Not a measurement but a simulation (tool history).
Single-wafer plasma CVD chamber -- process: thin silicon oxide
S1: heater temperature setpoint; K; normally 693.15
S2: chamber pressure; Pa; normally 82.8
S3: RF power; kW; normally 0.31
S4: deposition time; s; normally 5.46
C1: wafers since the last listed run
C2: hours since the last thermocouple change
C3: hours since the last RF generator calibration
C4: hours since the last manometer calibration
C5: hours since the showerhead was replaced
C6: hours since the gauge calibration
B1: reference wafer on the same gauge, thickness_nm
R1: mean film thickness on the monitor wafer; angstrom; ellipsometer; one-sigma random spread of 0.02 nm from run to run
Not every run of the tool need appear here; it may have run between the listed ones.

run	day	S1	S2	S3	S4	C1	C2	C3	C4	C5	C6	B1	R1
1	0	693.15	82.8	0.31	5.46	0	51.7	1999.1	725.3	5296.4	650.2	7.499	76.8
# day 0.904: RF generator calibrated
2	0.925	693.15	82.8	0.31	5.46	698	73.9	0.5	747.5	5318.6	672.4	7.494	77.13
3	1.333	693.15	82.8	0.29	5.46	482	83.7	10.3	757.3	5328.4	682.2	7.503	75.42
4	2.546	693.15	82.8	0.29	5.46	1431	112.8	39.4	786.4	5357.5	711.3	7.501	75.54
# day 2.683: gauge calibrated
5	3.371	693.15	82.8	0.29	5.46	973	132.6	59.2	806.2	5377.3	16.5	7.405	74.59
6	4.05	693.15	82.8	0.31	5.46	801	148.9	75.5	822.5	5393.6	32.8	7.406	75.95
7	5.25	699.15	82.8	0.31	5.46	1416	177.7	104.3	851.3	5422.4	61.6	7.409	75.93
8	5.783	693.15	93.5	0.27	4.85	629	190.5	117.1	864.1	5435.2	74.4	7.412	71.87
9	6.4	693.15	77.2	0.31	5.46	727	205.3	131.9	878.9	5450	89.2	7.41	71.43
10	7.579	678.15	70.3	0.31	5.46	1391	233.6	160.2	907.2	5478.3	117.5	7.419	66.14
11	8.725	693.15	82.8	0.31	5.46	1352	261.1	187.7	934.7	5505.8	145	7.424	76.24
12	9.804	687.15	82.8	0.31	5.46	1273	287	213.6	960.6	5531.7	170.9	7.43	76.84
13	10.317	693.15	73.5	0.31	5.13	604	299.3	225.9	972.9	5544	183.2	7.432	64.04
# day 10.808: capacitance manometer re-zeroed and calibrated
14	11.033	693.15	64.3	0.31	5.46	452	316.5	243.1	5.4	5561.2	200.4	7.432	60.26
15	12.379	693.15	82.8	0.31	5.46	1588	348.8	275.4	37.7	5593.5	232.7	7.441	76.59
# day 12.725: showerhead replaced
16	13.171	708.15	92	0.34	5.46	541	367.8	294.4	56.7	10.7	251.7	7.442	86.64
17	13.708	693.15	82.8	0.31	5.46	634	380.7	307.3	69.6	23.6	264.6	7.444	76.21
18	14.788	693.15	82.8	0.25	5.46	1273	406.6	333.2	95.5	49.5	290.5	7.447	70.57
19	15.467	678.15	70.3	0.31	5.46	801	422.9	349.5	111.8	65.8	306.8	7.451	66.29
20	16.696	678.15	70.3	0.31	5.46	1450	452.4	379	141.3	95.3	336.3	7.453	66.22
21	17.512	698.15	82.8	0.34	5.46	964	472	398.6	160.9	114.9	355.9	7.457	78.73
22	18.196	693.15	82.8	0.31	5.46	806	488.4	415	177.3	131.3	372.3	7.457	76.51
23	19.104	693.15	82.8	0.31	5.46	1072	510.2	436.8	199.1	153.1	394.1	7.463	77.15
24	19.879	705.15	82.8	0.265	6.39	914	528.8	455.4	217.7	171.7	412.7	7.466	84.13
25	20.75	693.15	82.8	0.31	5.46	1027	549.7	476.3	238.6	192.6	433.6	7.465	76.91
26	21.588	688.15	67.3	0.29	5.88	988	569.8	496.4	258.7	212.7	453.7	7.468	66.76
27	22.604	693.15	82.8	0.37	5.46	1200	594.2	520.8	283.1	237.1	478.1	7.469	81.92
28	23.221	693.15	67.2	0.37	4.4	727	609	535.6	297.9	251.9	492.9	7.473	54.48
29	23.95	693.15	99.2	0.31	5.46	860	626.5	553.1	315.4	269.4	510.4	7.479	90.36

Consider 4 possible next runs. They are alternatives, not a sequence: every one starts from the tool as it was left by run 29. What does each give?
A	23.967	693.15	82.8	0.31	5.46	19	626.9	553.5	315.8	269.8	510.8	?	?
B	23.967	680.15	82.8	0.31	4.63	19	626.9	553.5	315.8	269.8	510.8	?	?
C	23.967	681.15	90.5	0.265	5.46	19	626.9	553.5	315.8	269.8	510.8	?	?
D	23.967	693.15	89.5	0.255	5.76	19	626.9	553.5	315.8	269.8	510.8	?	?

run	B1	R1
A	7.478	76.91
B	7.478	65.72
C	7.478	79.41
D	7.478	81.06
The same runs, with their run-to-run variation unchanged, on a tool lacking any hidden condition would have given:
run	R1
A	76
B	64.94
C	78.46
D	80.1
